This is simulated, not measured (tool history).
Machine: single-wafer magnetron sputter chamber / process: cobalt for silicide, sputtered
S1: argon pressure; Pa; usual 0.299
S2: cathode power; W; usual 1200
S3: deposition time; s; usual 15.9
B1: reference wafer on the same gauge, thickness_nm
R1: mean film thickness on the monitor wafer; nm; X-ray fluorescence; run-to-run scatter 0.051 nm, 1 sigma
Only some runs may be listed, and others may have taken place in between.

run,day,S1,S2,S3,B1,R1
1,0.000,0.299,1200,15.9,9.989,9.110
2,3.075,0.299,1200,15.9,9.989,8.941
3,6.183,0.299,1200,15.9,9.973,8.850
4,18.008,0.299,1200,15.9,9.961,9.114
5,22.271,0.299,1200,15.9,9.967,9.022
6,26.038,0.299,1450,14.7,9.986,9.846
7,29.404,0.252,1100,15.9,9.994,8.112
8,32.688,0.252,1100,15.9,9.993,7.998
9,36.871,0.252,1100,15.9,9.966,8.455
10,40.958,0.299,1300,15.9,9.989,9.765
11,44.688,0.299,1000,17.5,9.974,8.032
12,47.246,0.393,1200,15.9,9.979,8.424
13,51.296,0.299,1200,15.9,9.959,8.514
14,54.646,0.252,950,17.0,9.992,7.849
15,57.188,0.299,1200,15.9,9.965,9.018
16,59.058,0.360,950,18.1,9.969,7.898
17,63.125,0.388,1000,18.2,9.973,8.147
18,72.975,0.235,1200,15.9,9.999,9.162
19,75.221,0.299,1200,16.9,9.986,9.532
20,77.396,0.340,1200,15.9,10.003,8.696
21,81.254,0.416,900,17.5,9.979,6.909
22,84.408,0.217,1200,15.9,9.976,8.867

Missing from the log above: 7 entries noted between runs. For each, name the pair of listed runs it sits between and say how the tool's hidden condition differs from the listed run just before to the listed run just after:
In the gap between runs 3 and 4: sputter target and shields replaced (day 16.754)
  deposition rate above that of a new target (%): -3.97 -> -0.859
  measured less the result without the state, R1: -0.365 -> -0.079 nm
In the gap between runs 7 and 8: capacitance manometer re-zeroed and calibrated (day 32.546)
  deposition rate above that of a new target (%): -5.48 -> -6.81
  measured less the result without the state, R1: -0.470 -> -0.585 nm
In the gap between runs 8 and 9: sputter target and shields replaced (day 35.221)
  deposition rate above that of a new target (%): -6.81 -> -1.22
  measured less the result without the state, R1: -0.585 -> -0.104 nm
In the gap between runs 11 and 12: gauge calibrated (day 45.683)
  deposition rate above that of a new target (%): -4.39 -> -5.43
  measured less the result without the state, R1: -0.369 -> -0.484 nm
In the gap between runs 13 and 14: sputter target and shields replaced (day 53.133)
  deposition rate above that of a new target (%): -7.07 -> -0.897
  measured less the result without the state, R1: -0.648 -> -0.071 nm
In the gap between runs 14 and 15: magnet pack replaced (day 55.038)
  deposition rate above that of a new target (%): -0.897 -> -1.93
  measured less the result without the state, R1: -0.071 -> -0.177 nm
In the gap between runs 17 and 18: sputter target and shields replaced (day 68.458)
  deposition rate above that of a new target (%): -4.33 -> -2.34
  measured less the result without the state, R1: -0.369 -> -0.219 nm
